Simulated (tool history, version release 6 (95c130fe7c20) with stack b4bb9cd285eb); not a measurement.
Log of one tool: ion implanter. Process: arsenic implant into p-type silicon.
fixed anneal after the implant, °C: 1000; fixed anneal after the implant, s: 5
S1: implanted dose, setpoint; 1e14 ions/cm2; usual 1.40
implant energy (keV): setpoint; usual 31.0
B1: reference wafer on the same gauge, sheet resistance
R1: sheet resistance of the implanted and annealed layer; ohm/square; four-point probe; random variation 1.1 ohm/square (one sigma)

Run 1, hour 0.0: usual settings but S1 1.27 1e14 ions/cm2; B1 496.82. Result: R1 570.83 ohm/square.
Run 2, hour 13.9: usual settings but S1 1.53 1e14 ions/cm2; B1 496.84. Result: R1 499.78 ohm/square.
Run 3, hour 19.9: usual settings but S1 1.53 1e14 ions/cm2; B1 497.01. Result: R1 501.66 ohm/square.
Run 4, hour 31.3: usual settings but S1 1.49 1e14 ions/cm2; B1 496.86. Result: R1 511.41 ohm/square.
Run 5, hour 46.0: usual settings but S1 1.49 1e14 ions/cm2; B1 497.30. Result: R1 509.85 ohm/square.
Run 6, hour 57.4: usual settings; B1 496.77. Result: R1 533.28 ohm/square.
Run 7, hour 65.2: usual settings but S1 1.30 1e14 ions/cm2, implant energy (keV) 24.0; B1 496.71. Result: R1 586.48 ohm/square.
Run 8, hour 81.5: usual settings; B1 496.79. Result: R1 532.26 ohm/square.
Run 9, hour 90.7: usual settings; B1 496.89. Result: R1 532.09 ohm/square.
Run 10, hour 102.9: usual settings; B1 497.06. Result: R1 532.62 ohm/square.
Run 11, hour 118.4: usual settings; B1 496.86. Result: R1 532.21 ohm/square.
Run 12, hour 131.5: usual settings; B1 497.00. Result: R1 532.88 ohm/square.
Run 13, hour 145.0: usual settings; B1 497.01. Result: R1 535.23 ohm/square.
Run 14, hour 156.7: usual settings; B1 496.73. Result: R1 532.05 ohm/square.
Run 15, hour 166.9: usual settings; B1 497.02. Result: R1 533.01 ohm/square.
Run 16, hour 183.2: usual settings; B1 496.95. Result: R1 534.75 ohm/square.
Run 17, hour 194.1: usual settings but implant energy (keV) 24.0; B1 496.71. Result: R1 556.62 ohm/square.
Run 18, hour 204.1: usual settings but S1 1.66 1e14 ions/cm2, implant energy (keV) 25.0; B1 497.30. Result: R1 489.72 ohm/square.
Run 19, hour 214.0: usual settings but S1 1.03 1e14 ions/cm2; B1 496.79. Result: R1 659.96 ohm/square.
At hour 228.8: Faraday cup replaced and dose calibrated.
Run 20, hour 229.3: usual settings but S1 1.58 1e14 ions/cm2, implant energy (keV) 34.5; B1 497.12. Result: R1 464.76 ohm/square.
At hour 242.3: extraction supply calibrated.
Run 21, hour 242.8: usual settings but S1 1.16 1e14 ions/cm2, implant energy (keV) 41.5; B1 496.83. Result: R1 556.66 ohm/square.
Run 22, hour 253.3: usual settings but implant energy (keV) 40.5; B1 497.27. Result: R1 492.99 ohm/square.
Run 23, hour 259.8: usual settings; B1 497.04. Result: R1 517.05 ohm/square.
At hour 271.9: gauge calibrated.
Run 24, hour 273.1: usual settings but S1 1.22 1e14 ions/cm2, implant energy (keV) 24.5; B1 496.79. Result: R1 592.34 ohm/square.
Run 25, hour 281.0: usual settings but S1 1.12 1e14 ions/cm2, implant energy (keV) 23.5; B1 497.33. Result: R1 634.00 ohm/square.
Run 26, hour 290.2: usual settings but S1 1.82 1e14 ions/cm2, implant energy (keV) 27.5; B1 496.57. Result: R1 437.69 ohm/square.
Run 27, hour 300.6: usual settings but S1 1.22 1e14 ions/cm2, implant energy (keV) 24.5; B1 496.84. Result: R1 594.27 ohm/square.
Run 28, hour 316.0: usual settings; B1 497.50. Result: R1 517.81 ohm/square.
Run 29, hour 331.2: usual settings but implant energy (keV) 36.5; B1 496.89. Result: R1 503.14 ohm/square.
Run 30, hour 356.4: usual settings but S1 1.53 1e14 ions/cm2, implant energy (keV) 27.0; B1 496.79. Result: R1 496.83 ohm/square.
Run 31, hour 372.8: usual settings but S1 0.98 1e14 ions/cm2, implant energy (keV) 27.0; B1 496.73. Result: R1 677.29 ohm/square.
Run 32, hour 392.2: usual settings; B1 496.91. Result: R1 518.31 ohm/square.
Run 33, hour 407.1: usual settings but S1 1.22 1e14 ions/cm2, implant energy (keV) 20.0; B1 496.99. Result: R1 612.26 ohm/square.
Run 34, hour 417.0: usual settings but S1 1.04 1e14 ions/cm2, implant energy (keV) 26.0; B1 496.96. Result: R1 657.41 ohm/square.
Run 35, hour 426.7: usual settings but S1 1.23 1e14 ions/cm2; B1 496.97. Result: R1 564.85 ohm/square.
Run 36, hour 462.7: usual settings but S1 1.04 1e14 ions/cm2, implant energy (keV) 37.5; B1 496.76. Result: R1 615.39 ohm/square.
Run 37, hour 473.3: usual settings but S1 1.24 1e14 ions/cm2; B1 497.20. Result: R1 563.33 ohm/square.
Run 38, hour 481.2: usual settings but S1 1.69 1e14 ions/cm2; B1 497.08. Result: R1 452.09 ohm/square.

The same runs without the tool's hidden state, with the same run-to-run variation:
The hidden state here: deviation of the true dose from the Faraday cup's reading, %; deviation of the true energy from its setpoint, %; gauge reads high (%).
run      R1
  1  553.91
  2  484.60
  3  486.36
  4  495.75
  5  494.10
  6  516.77
  7  568.06
  8  515.54
  9  515.29
 10  515.69
 11  515.13
 12  515.65
 13  517.80
 14  514.61
 15  515.44
 16  516.95
 17  537.70
 18  472.83
 19  638.27
 20  464.70
 21  556.46
 22  492.72
 23  516.70
 24  591.80
 25  633.33
 26  437.14
 27  593.43
 28  516.93
 29  502.16
 30  495.61
 31  675.49
 32  516.72
 33  610.18
 34  655.12
 35  562.78
 36  612.82
 37  560.79
 38  449.94
